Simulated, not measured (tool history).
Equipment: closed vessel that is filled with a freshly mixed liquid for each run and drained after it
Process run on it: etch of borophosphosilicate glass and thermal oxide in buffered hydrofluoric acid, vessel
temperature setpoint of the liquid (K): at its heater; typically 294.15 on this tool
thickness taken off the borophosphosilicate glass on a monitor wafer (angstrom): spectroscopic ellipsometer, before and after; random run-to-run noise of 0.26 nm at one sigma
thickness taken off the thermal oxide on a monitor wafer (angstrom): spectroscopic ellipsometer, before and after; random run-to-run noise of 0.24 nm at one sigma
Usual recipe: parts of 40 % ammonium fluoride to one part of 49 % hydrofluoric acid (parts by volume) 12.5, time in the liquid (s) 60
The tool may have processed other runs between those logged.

run     day  temperature setpoint of the liquid (K)  parts of 40 % ammonium fluoride to one part of 49 % hydrofluoric acid (parts by volume)  time in the liquid (s)  wafers since the last listed run  hours since the thermometer was replaced  hours since the hydrofluoric acid flow meter was replaced  hours since the gauge calibration  read-back film thickness of the borophosphosilicate glass reference wafer, read on the same gauge (nm)  read-back film thickness of the thermal oxide reference wafer, read on the same gauge (nm)  thickness taken off the borophosphosilicate glass on a monitor wafer (angstrom)  thickness taken off the thermal oxide on a monitor wafer (angstrom)
  1   0.000                                  294.15                                                                                     12.5                      60                                 0                                     954.4                                                      234.4                              892.3                                                                                                   30.03                                                                                       30.05                                                                            716.6                                                                445.3
  2   3.317                                  294.15                                                                                     12.5                      60                              8883                                    1034.0                                                      314.0                              971.9                                                                                                   30.03                                                                                       30.02                                                                            715.6                                                                438.2
  3   7.325                                  294.15                                                                                     12.5                      60                             10736                                    1130.2                                                      410.2                             1068.1                                                                                                   29.99                                                                                       30.00                                                                            720.0                                                                441.8
  4  10.412                                  294.15                                                                                     12.5                      60                              8269                                    1204.3                                                      484.3                             1142.2                                                                                                   30.00                                                                                       30.01                                                                            721.0                                                                446.6
  5  14.746                                  294.15                                                                                     12.5                      60                             11606                                    1308.3                                                      588.3                             1246.2                                                                                                   30.01                                                                                       30.01                                                                            722.4                                                                442.9
  6  17.179                                  294.15                                                                                     12.5                      60                              6517                                    1366.7                                                      646.7                             1304.6                                                                                                   30.01                                                                                       29.98                                                                            720.3                                                                442.8
  7  21.071                                  294.15                                                                                     12.5                      40                             10423                                    1460.1                                                      740.1                             1398.0                                                                                                   30.00                                                                                       30.04                                                                            485.8                                                                296.9
  8  23.392                                  294.15                                                                                      9.0                      60                              6216                                    1515.8                                                      795.8                             1453.7                                                                                                   30.02                                                                                       29.99                                                                            970.2                                                                592.5
  9  24.983                                  294.15                                                                                      9.0                      60                              4263                                    1554.0                                                      834.0                             1491.9                                                                                                   30.01                                                                                       29.99                                                                            967.8                                                                591.4
     25.333  -- hydrofluoric acid flow meter replaced
     28.454  -- gauge calibrated
 10  29.283                                  294.15                                                                                     12.5                      60                             11405                                    1657.2                                                       94.8                               19.9                                                                                                   30.02                                                                                       30.01                                                                            727.5                                                                448.5
 11  31.896                                  294.15                                                                                     12.5                      60                              6997                                    1719.9                                                      157.5                               82.6                                                                                                   29.99                                                                                       29.98                                                                            727.9                                                                449.5
 12  35.871                                  294.15                                                                                     12.5                      60                             10646                                    1815.3                                                      252.9                              178.0                                                                                                   29.99                                                                                       29.98                                                                            730.2                                                                451.1
 13  37.388                                  294.15                                                                                     12.5                      60                              4062                                    1851.7                                                      289.3                              214.4                                                                                                   30.04                                                                                       30.01                                                                            732.1                                                                446.8
 14  39.617                                  294.15                                                                                     15.0                      60                              5970                                    1905.2                                                      342.8                              267.9                                                                                                   29.97                                                                                       29.96                                                                            607.2                                                                374.7
     41.204  -- thermometer replaced
 15  42.262                                  294.15                                                                                     15.0                      80                              6975                                      25.4                                                      406.3                              331.4                                                                                                   29.99                                                                                       29.98                                                                            778.9                                                                481.6
 16  46.467                                  296.15                                                                                      7.5                      90                             11260                                     126.3                                                      507.2                              432.3                                                                                                   29.96                                                                                       29.98                                                                           1931.2                                                               1154.7
 17  49.088                                  294.15                                                                                     12.5                      60                              7019                                     189.2                                                      570.1                              495.2                                                                                                   30.05                                                                                       30.00                                                                            702.7                                                                434.7
 18  51.817                                  291.65                                                                                     15.0                      40                              7310                                     254.7                                                      635.6                              560.7                                                                                                   29.98                                                                                       30.01                                                                            341.7                                                                208.2
 19  54.171                                  290.15                                                                                      9.5                      80                              6305                                     311.2                                                      692.1                              617.2                                                                                                   29.95                                                                                       30.02                                                                            966.7                                                                594.6
 20  55.767                                  291.15                                                                                     14.5                      90                              4274                                     349.5                                                      730.4                              655.5                                                                                                   30.03                                                                                       30.00                                                                            779.3                                                                468.9
 21  58.150                                  291.15                                                                                     17.5                      40                              6383                                     406.7                                                      787.6                              712.7                                                                                                   29.98                                                                                       30.02                                                                            283.8                                                                175.8
 22  60.200                                  297.15                                                                                     17.0                      40                              5490                                     455.9                                                      836.8                              761.9                                                                                                   30.01                                                                                       29.96                                                                            411.0                                                                254.7
 23  62.379                                  294.15                                                                                     12.5                      60                              5836                                     508.2                                                      889.1                              814.2                                                                                                   29.98                                                                                       29.99                                                                            712.2                                                                437.3
     64.562  -- hydrofluoric acid flow meter replaced
 24  65.025                                  298.65                                                                                     12.5                      60                              6975                                     571.7                                                       11.1                              877.7                                                                                                   30.04                                                                                       30.00                                                                            907.9                                                                557.2
 25  67.908                                  299.15                                                                                     12.5                      75                              7722                                     640.9                                                       80.3                              946.9                                                                                                   29.98                                                                                       30.00                                                                           1166.7                                                                723.7

4 ways to go on from here, each from the tool as it stands after run 25. What would each give?
  A  67.938                                  294.15                                                                                     14.0                      60                                78                                     641.6                                                       81.0                              947.6                                                                                                       ?                                                                                           ?                                                                                ?                                                                    ?
  B  67.938                                  294.15                                                                                      7.5                      75                                78                                     641.6                                                       81.0                              947.6                                                                                                       ?                                                                                           ?                                                                                ?                                                                    ?
  C  67.938                                  298.15                                                                                     11.0                      60                                78                                     641.6                                                       81.0                              947.6                                                                                                       ?                                                                                           ?                                                                                ?                                                                    ?
  D  67.938                                  294.15                                                                                     12.5                      35                                78                                     641.6                                                       81.0                              947.6                                                                                                       ?                                                                                           ?                                                                                ?                                                                    ?

run  read-back film thickness of the borophosphosilicate glass reference wafer, read on the same gauge (nm)  read-back film thickness of the thermal oxide reference wafer, read on the same gauge (nm)  thickness taken off the borophosphosilicate glass on a monitor wafer (angstrom)  thickness taken off the thermal oxide on a monitor wafer (angstrom)
  A                                                                                                   30.02                                                                                       30.02                                                                            634.6                                                                389.1
  B                                                                                                   30.02                                                                                       30.02                                                                           1443.0                                                                880.0
  C                                                                                                   30.02                                                                                       30.02                                                                            999.5                                                                613.5
  D                                                                                                   30.02                                                                                       30.02                                                                            414.0                                                                253.7
Had the tool no hidden state, the same runs would have come out as:
run  thickness taken off the borophosphosilicate glass on a monitor wafer (angstrom)  thickness taken off the thermal oxide on a monitor wafer (angstrom)
  A                                                                            623.2                                                                382.1
  B                                                                           1417.2                                                                864.1
  C                                                                            982.0                                                                602.6
  D                                                                            406.5                                                                249.1

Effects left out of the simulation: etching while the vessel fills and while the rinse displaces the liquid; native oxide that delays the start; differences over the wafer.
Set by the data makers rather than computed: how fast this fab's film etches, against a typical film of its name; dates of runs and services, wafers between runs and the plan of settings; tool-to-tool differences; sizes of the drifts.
